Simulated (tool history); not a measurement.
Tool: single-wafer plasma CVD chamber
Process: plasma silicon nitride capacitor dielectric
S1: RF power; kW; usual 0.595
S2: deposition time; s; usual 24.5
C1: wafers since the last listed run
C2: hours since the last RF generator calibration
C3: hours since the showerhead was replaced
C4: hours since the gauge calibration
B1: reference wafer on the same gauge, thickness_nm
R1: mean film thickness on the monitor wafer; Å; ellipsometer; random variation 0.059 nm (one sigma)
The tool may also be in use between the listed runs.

{"run": 1, "hour": 0.0, "S1": 0.595, "S2": 24.5, "C1": 0, "C2": 1509, "C3": 4239.5, "C4": 272, "B1": 36.109, "R1": 383.57}
{"run": 2, "hour": 7.6, "S1": 0.595, "S2": 24.5, "C1": 145, "C2": 1516.6, "C3": 4247.1, "C4": 279.6, "B1": 36.107, "R1": 384.06}
{"run": 3, "hour": 23.7, "S1": 0.595, "S2": 24.5, "C1": 308, "C2": 1532.7, "C3": 4263.2, "C4": 295.7, "B1": 36.084, "R1": 384.23}
{"run": 4, "hour": 32.8, "S1": 0.595, "S2": 24.5, "C1": 174, "C2": 1541.8, "C3": 4272.3, "C4": 304.8, "B1": 36.116, "R1": 383.77}
{"run": 5, "hour": 57.7, "S1": 0.595, "S2": 24.5, "C1": 477, "C2": 1566.7, "C3": 4297.2, "C4": 329.7, "B1": 36.096, "R1": 382.5}
{"run": 6, "hour": 72.8, "S1": 0.595, "S2": 24.5, "C1": 289, "C2": 1581.8, "C3": 4312.3, "C4": 344.8, "B1": 36.11, "R1": 384.42}
{"run": 7, "hour": 81.5, "S1": 0.595, "S2": 24.5, "C1": 166, "C2": 1590.5, "C3": 4321, "C4": 353.5, "B1": 36.104, "R1": 384.14}
{"run": 8, "hour": 92.2, "S1": 0.595, "S2": 24.5, "C1": 205, "C2": 1601.2, "C3": 4331.7, "C4": 364.2, "B1": 36.1, "R1": 382.8}
{"run": 9, "hour": 103.9, "S1": 0.555, "S2": 20.9, "C1": 224, "C2": 1612.9, "C3": 4343.4, "C4": 375.9, "B1": 36.109, "R1": 322.03}
{"run": 10, "hour": 117.0, "S1": 0.555, "S2": 20.9, "C1": 251, "C2": 1626, "C3": 4356.5, "C4": 389, "B1": 36.092, "R1": 322.39}
{"run": 11, "hour": 167.6, "S1": 0.555, "S2": 20.9, "C1": 970, "C2": 1676.6, "C3": 4407.1, "C4": 439.6, "B1": 36.1, "R1": 322.84}
{"run": 12, "hour": 182.0, "S1": 0.595, "S2": 28.1, "C1": 276, "C2": 1691, "C3": 4421.5, "C4": 454, "B1": 36.099, "R1": 438.33}
{"run": 13, "hour": 196.5, "S1": 0.595, "S2": 28.1, "C1": 278, "C2": 1705.5, "C3": 4436, "C4": 468.5, "B1": 36.115, "R1": 440.17}
{"run": 14, "hour": 210.2, "S1": 0.595, "S2": 28.1, "C1": 262, "C2": 1719.2, "C3": 4449.7, "C4": 482.2, "B1": 36.109, "R1": 440.79}
{"run": 15, "hour": 216.4, "S1": 0.595, "S2": 24.5, "C1": 118, "C2": 1725.4, "C3": 4455.9, "C4": 488.4, "B1": 36.09, "R1": 383.87}
{"run": 16, "hour": 225.1, "S1": 0.535, "S2": 24.5, "C1": 166, "C2": 1734.1, "C3": 4464.6, "C4": 497.1, "B1": 36.111, "R1": 375.19}
{"run": 17, "hour": 233.9, "S1": 0.535, "S2": 24.5, "C1": 168, "C2": 1742.9, "C3": 4473.4, "C4": 505.9, "B1": 36.119, "R1": 374.45}
{"hour": 249.4, "done": "showerhead replaced"}
{"run": 18, "hour": 249.9, "S1": 0.595, "S2": 24.5, "C1": 153, "C2": 1758.9, "C3": 0.5, "C4": 521.9, "B1": 36.099, "R1": 384.73}
{"run": 19, "hour": 251.2, "S1": 0.595, "S2": 24.5, "C1": 24, "C2": 1760.2, "C3": 1.8, "C4": 523.2, "B1": 36.113, "R1": 384.12}
{"run": 20, "hour": 261.4, "S1": 0.595, "S2": 24.5, "C1": 195, "C2": 1770.4, "C3": 12, "C4": 533.4, "B1": 36.104, "R1": 383.33}
{"run": 21, "hour": 276.5, "S1": 0.52, "S2": 28.1, "C1": 289, "C2": 1785.5, "C3": 27.1, "C4": 548.5, "B1": 36.088, "R1": 426.96}
{"run": 22, "hour": 288.9, "S1": 0.595, "S2": 24.5, "C1": 237, "C2": 1797.9, "C3": 39.5, "C4": 560.9, "B1": 36.127, "R1": 382.64}
{"run": 23, "hour": 302.5, "S1": 0.675, "S2": 25.9, "C1": 260, "C2": 1811.5, "C3": 53.1, "C4": 574.5, "B1": 36.117, "R1": 417.46}
{"run": 24, "hour": 309.0, "S1": 0.485, "S2": 28.4, "C1": 124, "C2": 1818, "C3": 59.6, "C4": 581, "B1": 36.125, "R1": 425.71}
{"run": 25, "hour": 320.5, "S1": 0.595, "S2": 22.4, "C1": 220, "C2": 1829.5, "C3": 71.1, "C4": 592.5, "B1": 36.103, "R1": 350.42}
{"run": 26, "hour": 331.7, "S1": 0.645, "S2": 28.8, "C1": 214, "C2": 1840.7, "C3": 82.3, "C4": 603.7, "B1": 36.095, "R1": 458.82}
{"run": 27, "hour": 345.5, "S1": 0.535, "S2": 24.5, "C1": 264, "C2": 1854.5, "C3": 96.1, "C4": 617.5, "B1": 36.099, "R1": 375.29}
{"hour": 352.2, "done": "gauge calibrated"}
{"run": 28, "hour": 355.0, "S1": 0.55, "S2": 23.2, "C1": 182, "C2": 1864, "C3": 105.6, "C4": 2.8, "B1": 36.086, "R1": 357.38}
{"run": 29, "hour": 361.8, "S1": 0.49, "S2": 22.7, "C1": 130, "C2": 1870.8, "C3": 112.4, "C4": 9.6, "B1": 36.116, "R1": 340.42}
{"run": 30, "hour": 369.0, "S1": 0.67, "S2": 22.1, "C1": 138, "C2": 1878, "C3": 119.6, "C4": 16.8, "B1": 36.114, "R1": 356.12}
{"run": 31, "hour": 386.4, "S1": 0.675, "S2": 26.6, "C1": 333, "C2": 1895.4, "C3": 137, "C4": 34.2, "B1": 36.089, "R1": 429.28}
{"hour": 397.3, "done": "RF generator calibrated"}
{"run": 32, "hour": 397.8, "S1": 0.665, "S2": 26.9, "C1": 65, "C2": 0.5, "C3": 148.4, "C4": 45.6, "B1": 36.082, "R1": 439.11}
{"run": 33, "hour": 403.5, "S1": 0.675, "S2": 23.1, "C1": 109, "C2": 6.2, "C3": 154.1, "C4": 51.3, "B1": 36.076, "R1": 378.01}
{"run": 34, "hour": 420.8, "S1": 0.535, "S2": 24.5, "C1": 331, "C2": 23.5, "C3": 171.4, "C4": 68.6, "B1": 36.1, "R1": 380.11}
{"run": 35, "hour": 435.8, "S1": 0.675, "S2": 24.5, "C1": 287, "C2": 38.5, "C3": 186.4, "C4": 83.6, "B1": 36.078, "R1": 400.68}
{"run": 36, "hour": 453.7, "S1": 0.535, "S2": 20, "C1": 343, "C2": 56.4, "C3": 204.3, "C4": 101.5, "B1": 36.097, "R1": 309.91}

Run 37 comes next. What will it give?
{"run": 37, "hour": 492.8, "S1": 0.56, "S2": 27.2, "C1": 749, "C2": 95.5, "C3": 243.4, "C4": 140.6, "B1": "?", "R1": "?"}

B1: 36.083
R1: 425.48 Å
Without the tool's hidden state the same run would have given R1 428.06 Å.

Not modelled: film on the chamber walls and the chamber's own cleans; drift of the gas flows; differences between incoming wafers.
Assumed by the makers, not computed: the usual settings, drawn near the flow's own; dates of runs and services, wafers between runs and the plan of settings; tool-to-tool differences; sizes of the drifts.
